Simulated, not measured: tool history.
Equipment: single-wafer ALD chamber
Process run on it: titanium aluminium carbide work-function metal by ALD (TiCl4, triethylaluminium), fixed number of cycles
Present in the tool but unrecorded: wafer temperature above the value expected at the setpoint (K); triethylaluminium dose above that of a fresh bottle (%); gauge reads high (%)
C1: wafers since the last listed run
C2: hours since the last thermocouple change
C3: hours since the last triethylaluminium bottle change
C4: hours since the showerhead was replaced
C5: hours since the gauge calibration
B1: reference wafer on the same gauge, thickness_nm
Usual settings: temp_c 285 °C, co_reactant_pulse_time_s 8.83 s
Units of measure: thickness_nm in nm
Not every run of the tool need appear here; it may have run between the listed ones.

{"run": 1, "day": 0.0, "temp_c": 285, "co_reactant_pulse_time_s": 10.55, "C1": 0, "C2": 1496.8, "C3": 1061.5, "C4": 4433.8, "C5": 1069.3, "B1": 1.972, "thickness_nm": 2.048}
{"day": 2.3, "done": "triethylaluminium bottle replaced"}
{"run": 2, "day": 2.483, "temp_c": 281, "co_reactant_pulse_time_s": 8.83, "C1": 713, "C2": 1556.4, "C3": 4.4, "C4": 4493.4, "C5": 1128.9, "B1": 1.971, "thickness_nm": 1.946}
{"run": 3, "day": 3.658, "temp_c": 281, "co_reactant_pulse_time_s": 8.83, "C1": 389, "C2": 1584.6, "C3": 32.6, "C4": 4521.6, "C5": 1157.1, "B1": 1.972, "thickness_nm": 1.964}
{"run": 4, "day": 5.3, "temp_c": 281, "co_reactant_pulse_time_s": 8.83, "C1": 544, "C2": 1624.0, "C3": 72.0, "C4": 4561.0, "C5": 1196.5, "B1": 1.969, "thickness_nm": 1.965}
{"run": 5, "day": 8.238, "temp_c": 285, "co_reactant_pulse_time_s": 11.06, "C1": 974, "C2": 1694.5, "C3": 142.5, "C4": 4631.5, "C5": 1267.0, "B1": 1.97, "thickness_nm": 2.046}
{"run": 6, "day": 10.762, "temp_c": 285, "co_reactant_pulse_time_s": 6.49, "C1": 837, "C2": 1755.1, "C3": 203.1, "C4": 4692.1, "C5": 1327.6, "B1": 1.97, "thickness_nm": 1.851}
{"run": 7, "day": 11.933, "temp_c": 285, "co_reactant_pulse_time_s": 6.49, "C1": 388, "C2": 1783.2, "C3": 231.2, "C4": 4720.2, "C5": 1355.7, "B1": 1.971, "thickness_nm": 1.854}
{"run": 8, "day": 13.204, "temp_c": 285, "co_reactant_pulse_time_s": 6.49, "C1": 421, "C2": 1813.7, "C3": 261.7, "C4": 4750.7, "C5": 1386.2, "B1": 1.97, "thickness_nm": 1.874}
{"day": 13.929, "done": "showerhead replaced"}
{"day": 15.288, "done": "thermocouple changed; heater temperature recalibrated"}
{"run": 9, "day": 20.883, "temp_c": 285, "co_reactant_pulse_time_s": 8.83, "C1": 2326, "C2": 134.3, "C3": 446.0, "C4": 166.9, "C5": 1570.5, "B1": 1.97, "thickness_nm": 1.971}
{"run": 10, "day": 23.675, "temp_c": 285, "co_reactant_pulse_time_s": 8.83, "C1": 926, "C2": 201.3, "C3": 513.0, "C4": 233.9, "C5": 1637.5, "B1": 1.969, "thickness_nm": 1.972}
{"run": 11, "day": 28.254, "temp_c": 292, "co_reactant_pulse_time_s": 10.46, "C1": 1519, "C2": 311.2, "C3": 622.9, "C4": 343.8, "C5": 1747.4, "B1": 1.969, "thickness_nm": 2.081}
{"run": 12, "day": 30.388, "temp_c": 285, "co_reactant_pulse_time_s": 9.83, "C1": 707, "C2": 362.4, "C3": 674.1, "C4": 395.0, "C5": 1798.6, "B1": 1.968, "thickness_nm": 2.013}
{"run": 13, "day": 31.562, "temp_c": 285, "co_reactant_pulse_time_s": 8.83, "C1": 389, "C2": 390.6, "C3": 702.3, "C4": 423.2, "C5": 1826.8, "B1": 1.97, "thickness_nm": 1.981}
{"run": 14, "day": 34.075, "temp_c": 276, "co_reactant_pulse_time_s": 8.83, "C1": 833, "C2": 450.9, "C3": 762.6, "C4": 483.5, "C5": 1887.1, "B1": 1.97, "thickness_nm": 1.908}
{"run": 15, "day": 36.992, "temp_c": 300, "co_reactant_pulse_time_s": 5.62, "C1": 967, "C2": 520.9, "C3": 832.6, "C4": 553.5, "C5": 1957.1, "B1": 1.971, "thickness_nm": 1.875}
{"day": 37.183, "done": "gauge calibrated"}
{"run": 16, "day": 38.442, "temp_c": 285, "co_reactant_pulse_time_s": 10.51, "C1": 481, "C2": 555.7, "C3": 867.4, "C4": 588.3, "C5": 30.2, "B1": 1.97, "thickness_nm": 2.024}
{"run": 17, "day": 40.075, "temp_c": 277, "co_reactant_pulse_time_s": 8.83, "C1": 541, "C2": 594.9, "C3": 906.6, "C4": 627.5, "C5": 69.4, "B1": 1.971, "thickness_nm": 1.911}
{"run": 18, "day": 42.45, "temp_c": 279, "co_reactant_pulse_time_s": 10.35, "C1": 787, "C2": 651.9, "C3": 963.6, "C4": 684.5, "C5": 126.4, "B1": 1.971, "thickness_nm": 1.975}
{"run": 19, "day": 45.192, "temp_c": 299, "co_reactant_pulse_time_s": 6.52, "C1": 909, "C2": 717.7, "C3": 1029.4, "C4": 750.3, "C5": 192.2, "B1": 1.972, "thickness_nm": 1.965}
{"day": 47.804, "done": "triethylaluminium bottle replaced"}
{"run": 20, "day": 48.008, "temp_c": 291, "co_reactant_pulse_time_s": 10.27, "C1": 823, "C2": 785.3, "C3": 4.9, "C4": 817.9, "C5": 259.8, "B1": 1.968, "thickness_nm": 2.085}
{"run": 21, "day": 49.638, "temp_c": 275, "co_reactant_pulse_time_s": 8.83, "C1": 540, "C2": 824.4, "C3": 44.0, "C4": 857.0, "C5": 298.9, "B1": 1.97, "thickness_nm": 1.905}
{"run": 22, "day": 51.888, "temp_c": 289, "co_reactant_pulse_time_s": 5.53, "C1": 746, "C2": 878.4, "C3": 98.0, "C4": 911.0, "C5": 352.9, "B1": 1.969, "thickness_nm": 1.786}
{"run": 23, "day": 53.971, "temp_c": 285, "co_reactant_pulse_time_s": 8.83, "C1": 691, "C2": 928.4, "C3": 148.0, "C4": 961.0, "C5": 402.9, "B1": 1.97, "thickness_nm": 1.99}
{"run": 24, "day": 55.725, "temp_c": 291, "co_reactant_pulse_time_s": 10.27, "C1": 581, "C2": 970.5, "C3": 190.1, "C4": 1003.1, "C5": 445.0, "B1": 1.971, "thickness_nm": 2.07}
{"run": 25, "day": 58.088, "temp_c": 273, "co_reactant_pulse_time_s": 11.32, "C1": 783, "C2": 1027.2, "C3": 246.8, "C4": 1059.8, "C5": 501.7, "B1": 1.969, "thickness_nm": 1.94}

Run 26, settings as shown, results not yet in. Your forecast:
{"run": 26, "day": 60.967, "temp_c": 285, "co_reactant_pulse_time_s": 10.53, "C1": 955, "C2": 1096.3, "C3": 315.9, "C4": 1128.9, "C5": 570.8, "B1": "?", "thickness_nm": "?"}

For run 26 the tool returned B1 1.972, thickness_nm 2.040 nm.
Minus the tool's unlogged condition, the same run would have read thickness_nm 2.015 nm.
